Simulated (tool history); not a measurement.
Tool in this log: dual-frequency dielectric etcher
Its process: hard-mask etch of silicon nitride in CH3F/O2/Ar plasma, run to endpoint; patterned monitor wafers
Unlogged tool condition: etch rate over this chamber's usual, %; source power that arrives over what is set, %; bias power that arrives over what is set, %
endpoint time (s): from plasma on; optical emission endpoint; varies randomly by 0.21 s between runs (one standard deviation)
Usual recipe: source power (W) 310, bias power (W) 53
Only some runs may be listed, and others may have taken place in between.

run      day  source power (W)  bias power (W)  wafers since the last listed run  hours since the last wet clean  hours since the last source power generator calibration  hours since the last bias power generator calibration  hours since the last upper electrode change  incoming incoming film thickness, nm  endpoint time (s)
  1    0.000               310              53                                 0                            90.5                                                   3281.4                                                 3632.5                                       2989.8                                 29.38               53.1
  2    3.504               310              53                               545                           174.6                                                   3365.5                                                 3716.6                                       3073.9                                 29.63               53.7
  3   13.554               310              53                              1565                           415.8                                                   3606.7                                                 3957.8                                       3315.1                                 29.57               53.7
      17.596  -- wet clean of the chamber
  4   17.617               310              53                               477                             0.5                                                   3704.2                                                 4055.3                                       3412.6                                 29.41               53.1
  5   19.733               310              49                               329                            51.3                                                   3755.0                                                 4106.1                                       3463.4                                 29.92               55.3
  6   21.617               310              53                               293                            96.5                                                   3800.2                                                 4151.3                                       3508.6                                 29.54               53.3
  7   24.192               310              53                               401                           158.3                                                   3862.0                                                 4213.1                                       3570.4                                 29.56               53.8
  8   27.792               310              53                               560                           244.7                                                   3948.4                                                 4299.5                                       3656.8                                 29.72               54.0
  9   30.825               310              53                               472                           317.5                                                   4021.2                                                 4372.3                                       3729.6                                 29.68               53.8
 10   34.929               310              53                               639                           416.0                                                   4119.7                                                 4470.8                                       3828.1                                 29.62               53.9
      36.854  -- wet clean of the chamber
 11   38.767               290              61                               442                            45.9                                                   4211.8                                                 4562.9                                       3920.2                                 30.14               53.6
 12   43.192               290              61                               689                           152.1                                                   4318.0                                                 4669.1                                       4026.4                                 29.98               52.5
 13   45.667               290              61                               385                           211.5                                                   4377.4                                                 4728.5                                       4085.8                                 29.71               52.2
 14   47.738               250              53                               322                           261.2                                                   4427.1                                                 4778.2                                       4135.5                                 29.95               56.9
 15   50.150               310              53                               375                           319.1                                                   4485.0                                                 4836.1                                       4193.4                                 29.40               53.3
 16   51.833               310              53                               262                           359.5                                                   4525.4                                                 4876.5                                       4233.8                                 29.83               54.1
      52.246  -- source power generator calibrated
      55.217  -- wet clean of the chamber
 17   55.238               290              63                               348                             0.5                                                     71.8                                                 4958.2                                       4315.5                                 29.74               52.0
 18   57.108               350              53                               291                            45.4                                                    116.7                                                 5003.1                                       4360.4                                 30.08               52.7
 19   59.142               240              43                               316                            94.2                                                    165.5                                                 5051.9                                       4409.2                                 29.86               61.5
 20   61.750               350              48                               406                           156.8                                                    228.1                                                 5114.5                                       4471.8                                 29.54               53.6
      64.567  -- upper electrode replaced
 21   65.867               310              53                               485                           255.6                                                    326.9                                                 5213.3                                         31.2                                 29.72               54.2
      67.442  -- bias power generator calibrated
 22   69.867               280              63                               597                           351.6                                                    422.9                                                   58.2                                        127.2                                 29.49               52.1
 23   73.783               310              53                               610                           445.6                                                    516.9                                                  152.2                                        221.2                                 29.65               53.5
      78.512  -- wet clean of the chamber
 24   78.533               360              60                               584                             0.5                                                    630.9                                                  266.2                                        335.2                                 29.72               49.8
 25   79.792               260              65                               196                            30.7                                                    661.1                                                  296.4                                        365.4                                 29.64               52.1
 26   83.533               310              53                               582                           120.5                                                    750.9                                                  386.2                                        455.2                                 29.57               53.7
 27   85.158               310              53                               253                           159.5                                                    789.9                                                  425.2                                        494.2                                 29.54               53.6
 28   88.738               310              53                               557                           245.4                                                    875.8                                                  511.1                                        580.1                                 29.68               53.9
 29   90.362               390              41                               253                           284.4                                                    914.8                                                  550.1                                        619.1                                 29.35               53.9
 30   94.429               310              53                               633                           382.0                                                   1012.4                                                  647.7                                        716.7                                 29.63               53.8
 31   97.204               260              45                               432                           448.6                                                   1079.0                                                  714.3                                        783.3                                 29.88               59.2
     101.712  -- wet clean of the chamber
 32  101.733               310              59                               549                             0.5                                                   1187.7                                                  823.0                                        892.0                                 29.54               51.8

Take each entry between the runs: how does the hidden state at the last listed run before it differ from the hidden state at the first listed run after it?
Runs 3 to 4: wet clean of the chamber (day 17.596)
  no difference in the tool's unlogged condition between these two runs
Runs 10 to 11: wet clean of the chamber (day 36.854)
  no difference in the tool's unlogged condition between these two runs
Runs 16 to 17: source power generator calibrated (day 52.246); wet clean of the chamber (day 55.217)
  no difference in the tool's unlogged condition between these two runs
Runs 20 to 21: upper electrode replaced (day 64.567)
  no difference in the tool's unlogged condition between these two runs
Runs 21 to 22: bias power generator calibrated (day 67.442)
  no difference in the tool's unlogged condition between these two runs
Runs 23 to 24: wet clean of the chamber (day 78.512)
  no difference in the tool's unlogged condition between these two runs
Runs 31 to 32: wet clean of the chamber (day 101.712)
  no difference in the tool's unlogged condition between these two runs
